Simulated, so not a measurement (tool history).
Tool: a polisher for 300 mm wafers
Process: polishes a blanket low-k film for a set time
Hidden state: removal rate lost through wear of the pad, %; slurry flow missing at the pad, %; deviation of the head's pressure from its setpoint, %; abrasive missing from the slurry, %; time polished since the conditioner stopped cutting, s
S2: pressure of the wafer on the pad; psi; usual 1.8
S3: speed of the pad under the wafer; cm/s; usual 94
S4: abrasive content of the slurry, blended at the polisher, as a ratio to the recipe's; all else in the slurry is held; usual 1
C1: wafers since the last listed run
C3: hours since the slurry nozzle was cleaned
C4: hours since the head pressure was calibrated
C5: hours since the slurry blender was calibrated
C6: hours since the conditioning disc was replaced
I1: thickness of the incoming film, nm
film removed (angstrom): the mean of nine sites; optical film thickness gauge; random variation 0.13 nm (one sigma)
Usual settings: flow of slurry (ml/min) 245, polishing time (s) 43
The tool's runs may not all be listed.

{"run": 1, "day": 0.0, "flow of slurry (ml/min)": 185, "S2": 1.8, "S3": 94, "S4": 1, "polishing time (s)": 43, "C1": 0, "wafers polished on this pad": 2665, "C3": 75.6, "C4": 1110.9, "C5": 64.5, "C6": 323.1, "I1": 690.2, "film removed (angstrom)": 150}
{"day": 1.458, "done": "conditioning disc replaced and pad reconditioned"}
{"day": 2.483, "done": "worn pad replaced by a new one"}
{"run": 2, "day": 3.442, "flow of slurry (ml/min)": 245, "S2": 1.8, "S3": 108, "S4": 1, "polishing time (s)": 43, "C1": 1391, "wafers polished on this pad": 417, "C3": 158.2, "C4": 1193.5, "C5": 147.1, "C6": 47.6, "I1": 677.2, "film removed (angstrom)": 168}
{"run": 3, "day": 4.592, "flow of slurry (ml/min)": 245, "S2": 1.8, "S3": 108, "S4": 1, "polishing time (s)": 43, "C1": 501, "wafers polished on this pad": 918, "C3": 185.8, "C4": 1221.1, "C5": 174.7, "C6": 75.2, "I1": 682.5, "film removed (angstrom)": 168}
{"day": 5.104, "done": "slurry nozzle cleaned"}
{"run": 4, "day": 5.858, "flow of slurry (ml/min)": 245, "S2": 1.8, "S3": 108, "S4": 1, "polishing time (s)": 43, "C1": 534, "wafers polished on this pad": 1452, "C3": 18.1, "C4": 1251.5, "C5": 205.1, "C6": 105.6, "I1": 671.5, "film removed (angstrom)": 165}
{"run": 5, "day": 6.954, "flow of slurry (ml/min)": 245, "S2": 1.8, "S3": 94, "S4": 1, "polishing time (s)": 43, "C1": 477, "wafers polished on this pad": 1930, "C3": 44.4, "C4": 1277.8, "C5": 231.4, "C6": 131.9, "I1": 682, "film removed (angstrom)": 154}
{"run": 6, "day": 7.458, "flow of slurry (ml/min)": 245, "S2": 1.8, "S3": 94, "S4": 1, "polishing time (s)": 43, "C1": 219, "wafers polished on this pad": 2150, "C3": 56.5, "C4": 1289.9, "C5": 243.5, "C6": 144, "I1": 692.1, "film removed (angstrom)": 153}
{"run": 7, "day": 8.467, "flow of slurry (ml/min)": 245, "S2": 1.8, "S3": 94, "S4": 1, "polishing time (s)": 43, "C1": 439, "wafers polished on this pad": 2590, "C3": 80.7, "C4": 1314.1, "C5": 267.7, "C6": 168.2, "I1": 687.8, "film removed (angstrom)": 151}
{"day": 9.179, "done": "slurry blender recalibrated"}
{"run": 8, "day": 10.112, "flow of slurry (ml/min)": 245, "S2": 1.8, "S3": 94, "S4": 1, "polishing time (s)": 43, "C1": 681, "wafers polished on this pad": 3271, "C3": 120.2, "C4": 1353.6, "C5": 22.4, "C6": 207.7, "I1": 680.7, "film removed (angstrom)": 154}
{"day": 10.988, "done": "worn pad replaced by a new one"}
{"run": 9, "day": 11.446, "flow of slurry (ml/min)": 245, "S2": 1.8, "S3": 94, "S4": 1, "polishing time (s)": 43, "C1": 508, "wafers polished on this pad": 200, "C3": 152.2, "C4": 1385.6, "C5": 54.4, "C6": 239.7, "I1": 675.9, "film removed (angstrom)": 153}
{"run": 10, "day": 12.617, "flow of slurry (ml/min)": 225, "S2": 1.8, "S3": 94, "S4": 1, "polishing time (s)": 56, "C1": 510, "wafers polished on this pad": 710, "C3": 180.3, "C4": 1413.7, "C5": 82.5, "C6": 267.8, "I1": 674.9, "film removed (angstrom)": 199}
{"day": 13.088, "done": "slurry nozzle cleaned"}
{"run": 11, "day": 13.342, "flow of slurry (ml/min)": 245, "S2": 1.6, "S3": 94, "S4": 1, "polishing time (s)": 43, "C1": 297, "wafers polished on this pad": 1008, "C3": 6.1, "C4": 1431.1, "C5": 99.9, "C6": 285.2, "I1": 678.5, "film removed (angstrom)": 136}
{"run": 12, "day": 14.154, "flow of slurry (ml/min)": 245, "S2": 1.8, "S3": 94, "S4": 1.15, "polishing time (s)": 43, "C1": 354, "wafers polished on this pad": 1362, "C3": 25.6, "C4": 1450.6, "C5": 119.4, "C6": 304.7, "I1": 686.3, "film removed (angstrom)": 164}
{"run": 13, "day": 15.221, "flow of slurry (ml/min)": 180, "S2": 1.8, "S3": 94, "S4": 1.3, "polishing time (s)": 35, "C1": 465, "wafers polished on this pad": 1827, "C3": 51.2, "C4": 1476.2, "C5": 145, "C6": 330.3, "I1": 686.7, "film removed (angstrom)": 138}
{"day": 15.538, "done": "conditioning disc replaced and pad reconditioned"}
{"run": 14, "day": 15.883, "flow of slurry (ml/min)": 245, "S2": 1.8, "S3": 94, "S4": 1, "polishing time (s)": 43, "C1": 252, "wafers polished on this pad": 2080, "C3": 67.1, "C4": 1492.1, "C5": 160.9, "C6": 8.3, "I1": 682.4, "film removed (angstrom)": 153}
{"run": 15, "day": 16.904, "flow of slurry (ml/min)": 165, "S2": 1.8, "S3": 94, "S4": 1, "polishing time (s)": 37, "C1": 445, "wafers polished on this pad": 2525, "C3": 91.6, "C4": 1516.6, "C5": 185.4, "C6": 32.8, "I1": 681.7, "film removed (angstrom)": 129}
{"run": 16, "day": 18.0, "flow of slurry (ml/min)": 245, "S2": 1.8, "S3": 94, "S4": 1.3, "polishing time (s)": 31, "C1": 477, "wafers polished on this pad": 3003, "C3": 117.9, "C4": 1542.9, "C5": 211.7, "C6": 59.1, "I1": 682, "film removed (angstrom)": 125}
{"run": 17, "day": 18.683, "flow of slurry (ml/min)": 245, "S2": 1.8, "S3": 94, "S4": 1, "polishing time (s)": 43, "C1": 297, "wafers polished on this pad": 3301, "C3": 134.3, "C4": 1559.3, "C5": 228.1, "C6": 75.5, "I1": 676.9, "film removed (angstrom)": 155}
{"day": 19.338, "done": "worn pad replaced by a new one"}
{"run": 18, "day": 19.596, "flow of slurry (ml/min)": 245, "S2": 1.8, "S3": 124, "S4": 1.25, "polishing time (s)": 43, "C1": 325, "wafers polished on this pad": 113, "C3": 156.2, "C4": 1581.2, "C5": 250, "C6": 97.4, "I1": 671.9, "film removed (angstrom)": 202}
{"run": 19, "day": 20.192, "flow of slurry (ml/min)": 245, "S2": 1.8, "S3": 114, "S4": 1, "polishing time (s)": 43, "C1": 259, "wafers polished on this pad": 373, "C3": 170.5, "C4": 1595.5, "C5": 264.3, "C6": 111.7, "I1": 689.9, "film removed (angstrom)": 171}
{"day": 20.621, "done": "head pressure recalibrated"}
{"day": 20.871, "done": "slurry blender recalibrated"}
{"run": 20, "day": 21.383, "flow of slurry (ml/min)": 320, "S2": 2.3, "S3": 94, "S4": 1, "polishing time (s)": 48, "C1": 446, "wafers polished on this pad": 819, "C3": 199.1, "C4": 18.3, "C5": 12.3, "C6": 140.3, "I1": 683.8, "film removed (angstrom)": 222}
{"day": 22.071, "done": "slurry nozzle cleaned"}
{"run": 21, "day": 22.3, "flow of slurry (ml/min)": 245, "S2": 2, "S3": 94, "S4": 1, "polishing time (s)": 33, "C1": 381, "wafers polished on this pad": 1201, "C3": 5.5, "C4": 40.3, "C5": 34.3, "C6": 162.3, "I1": 678.7, "film removed (angstrom)": 132}
{"run": 22, "day": 23.071, "flow of slurry (ml/min)": 220, "S2": 1.8, "S3": 94, "S4": 1, "polishing time (s)": 43, "C1": 336, "wafers polished on this pad": 1537, "C3": 24, "C4": 58.8, "C5": 52.8, "C6": 180.8, "I1": 668.9, "film removed (angstrom)": 150}

Forecast run 23:
{"run": 23, "day": 24.367, "flow of slurry (ml/min)": 245, "S2": 1.8, "S3": 94, "S4": 1, "polishing time (s)": 34, "C1": 564, "wafers polished on this pad": 2102, "C3": 55.1, "C4": 89.9, "C5": 83.9, "C6": 211.9, "I1": 668.6, "film removed (angstrom)": "?"}

Run 23 gave film removed (angstrom) 121.
Without the tool's hidden state the same run would have given film removed (angstrom) 121.

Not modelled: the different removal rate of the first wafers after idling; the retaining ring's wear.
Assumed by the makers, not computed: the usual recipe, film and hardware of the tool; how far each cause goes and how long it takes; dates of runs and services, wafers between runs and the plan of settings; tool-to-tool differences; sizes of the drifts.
